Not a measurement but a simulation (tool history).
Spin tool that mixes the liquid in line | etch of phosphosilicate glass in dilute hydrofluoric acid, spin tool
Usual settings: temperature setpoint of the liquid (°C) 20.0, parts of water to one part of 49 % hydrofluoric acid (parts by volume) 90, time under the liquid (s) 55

run	hour	temperature setpoint of the liquid (°C)	parts of water to one part of 49 % hydrofluoric acid (parts by volume)	time under the liquid (s)	wafers since the last listed run	hours since the thermometer was replaced	hours since the hydrofluoric acid flow meter was replaced	hours since the gauge calibration	read-back film thickness of the phosphosilicate glass reference wafer, read on the same gauge (nm)	thickness taken off the phosphosilicate glass on a monitor wafer (Å)
1	0.0	20.0	90	55	0	2669.0	977.9	157.6	110.00	313.3
2	33.5	20.0	90	55	465	2702.5	1011.4	191.1	110.00	315.3
3	59.3	20.0	90	55	358	2728.3	1037.2	216.9	109.97	311.5
4	94.6	20.0	90	55	490	2763.6	1072.5	252.2	109.97	313.8
5	122.6	20.0	90	55	388	2791.6	1100.5	280.2	109.97	312.5
6	138.4	20.0	90	55	219	2807.4	1116.3	296.0	109.97	319.1
7	166.7	20.0	90	55	392	2835.7	1144.6	324.3	110.03	315.8
8	191.5	20.0	90	55	344	2860.5	1169.4	349.1	110.01	311.5
9	220.4	20.0	90	55	401	2889.4	1198.3	378.0	110.04	309.2
10	252.4	20.0	90	55	444	2921.4	1230.3	410.0	109.98	313.9
11	273.1	20.0	90	55	287	2942.1	1251.0	430.7	110.01	311.5
# hour 276.9: hydrofluoric acid flow meter replaced
12	296.1	20.0	90	55	305	2965.1	19.2	453.7	110.01	309.0
13	316.8	20.0	90	55	287	2985.8	39.9	474.4	110.04	311.1
# hour 336.6: thermometer replaced
14	349.6	20.0	90	55	441	13.0	72.7	507.2	110.00	343.4
15	367.7	20.0	90	55	251	31.1	90.8	525.3	110.01	344.6
16	470.8	18.5	90	25	1431	134.2	193.9	628.4	110.06	144.5
17	502.9	20.0	125	55	445	166.3	226.0	660.5	110.00	235.7
18	516.7	17.0	110	30	191	180.1	239.8	674.3	110.00	132.6
19	545.0	20.0	90	35	392	208.4	268.1	702.6	110.01	216.8
20	567.7	20.0	90	70	315	231.1	290.8	725.3	109.99	437.4

Forecast run 21:
21	591.0	17.0	75	35	323	254.4	314.1	748.6	?	?

{"run 21": {"read-back film thickness of the phosphosilicate glass reference wafer, read on the same gauge (nm)": 110.05, "thickness taken off the phosphosilicate glass on a monitor wafer (Å)": 232.8}}
Without the tool's hidden state the same run would have given thickness taken off the phosphosilicate glass on a monitor wafer (Å) 238.2.
